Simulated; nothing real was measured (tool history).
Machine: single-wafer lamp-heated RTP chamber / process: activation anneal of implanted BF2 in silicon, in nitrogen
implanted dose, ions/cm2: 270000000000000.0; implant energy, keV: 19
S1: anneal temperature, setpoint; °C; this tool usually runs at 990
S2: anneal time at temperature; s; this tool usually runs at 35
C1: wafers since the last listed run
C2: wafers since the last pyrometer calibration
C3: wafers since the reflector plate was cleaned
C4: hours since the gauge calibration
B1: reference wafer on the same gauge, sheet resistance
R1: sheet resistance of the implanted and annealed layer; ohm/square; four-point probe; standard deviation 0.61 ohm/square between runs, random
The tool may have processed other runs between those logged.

run,hour,S1,S2,C1,C2,C3,C4,B1,R1
1,0.0,990,35,0,3118,9351,31.3,413.02,401.90
# hour 75.8: pyrometer window cleaned and pyrometer calibrated
2,88.3,984,35,1264,196,10616,119.6,413.06,405.78
3,115.4,990,26,426,623,11042,146.7,412.95,405.48
4,146.3,990,26,486,1109,11529,177.6,412.99,405.97
5,160.4,990,26,222,1331,11751,191.7,413.09,405.20
6,177.6,990,35,270,1602,12022,208.9,412.85,402.60
7,194.2,990,51,261,1864,12283,225.5,413.01,399.22
8,238.6,990,51,699,2563,12982,269.9,412.89,400.39
9,259.5,990,51,329,2892,13311,290.8,413.18,400.61
10,293.1,990,24,529,3421,13841,324.4,412.83,404.59
# hour 311.5: reflector plate cleaned
11,321.0,990,24,313,3734,150,352.3,413.04,404.05
# hour 333.8: pyrometer window cleaned and pyrometer calibrated
12,335.5,982,35,102,26,252,366.8,413.00,406.52
13,362.5,982,35,425,451,677,393.8,413.10,406.18
14,377.3,999,30,233,684,910,408.6,413.10,403.19
15,400.1,990,35,359,1043,1269,431.4,412.98,404.09
16,418.7,990,35,292,1336,1562,450.0,412.90,404.34
17,435.3,972,22,261,1597,1824,466.6,413.13,411.00
18,470.3,990,35,551,2148,2375,501.6,413.03,403.64
19,489.6,998,52,303,2452,2679,520.9,412.86,399.51
20,503.9,1010,54,225,2678,2904,535.2,412.93,396.70
21,525.0,990,35,332,3010,3236,556.3,412.95,403.16
22,548.6,969,25,371,3381,3608,579.9,413.09,410.59
# hour 559.7: pyrometer window cleaned and pyrometer calibrated
23,570.6,984,35,220,171,3828,601.9,412.93,405.02
24,590.9,990,54,319,491,4148,622.2,412.90,399.80
# hour 610.7: gauge calibrated
25,622.2,990,23,492,984,4641,11.5,412.91,406.86
26,679.9,990,35,908,1892,5549,69.2,412.88,403.50
27,705.0,1011,35,395,2287,5944,94.3,412.93,401.22
28,722.1,974,26,269,2557,6214,111.4,412.91,408.12
29,736.9,1015,40,233,2790,6447,126.2,413.16,398.70
30,755.7,990,35,296,3086,6743,145.0,413.01,402.40
31,769.7,979,18,220,3306,6963,159.0,412.95,407.99
# hour 798.6: pyrometer window cleaned and pyrometer calibrated
32,799.1,1002,48,336,7,7300,188.4,413.05,399.93
33,810.9,1011,28,185,193,7486,200.2,413.00,403.76
34,830.3,984,35,305,498,7792,219.6,413.16,405.20
35,846.8,984,35,259,758,8051,236.1,413.18,404.78
36,866.8,1005,20,314,1073,8366,256.1,413.09,405.84

Each row is a separate what-if for the run after 36, all from the same tool condition, not one after another. Results?
A,867.2,967,35,6,1079,8373,256.5,?,?
B,867.2,968,51,6,1079,8373,256.5,?,?
C,867.2,971,18,6,1079,8373,256.5,?,?
D,867.2,1014,54,6,1079,8373,256.5,?,?
E,867.2,1000,54,6,1079,8373,256.5,?,?

run,B1,R1
A,412.97,412.50
B,412.97,409.11
C,412.97,413.55
D,412.97,395.75
E,412.97,397.99
Take away the tool's hidden state, keep each run's random variation, and the runs would have read:
run,R1
A,416.20
B,412.39
C,416.96
D,396.48
E,398.72
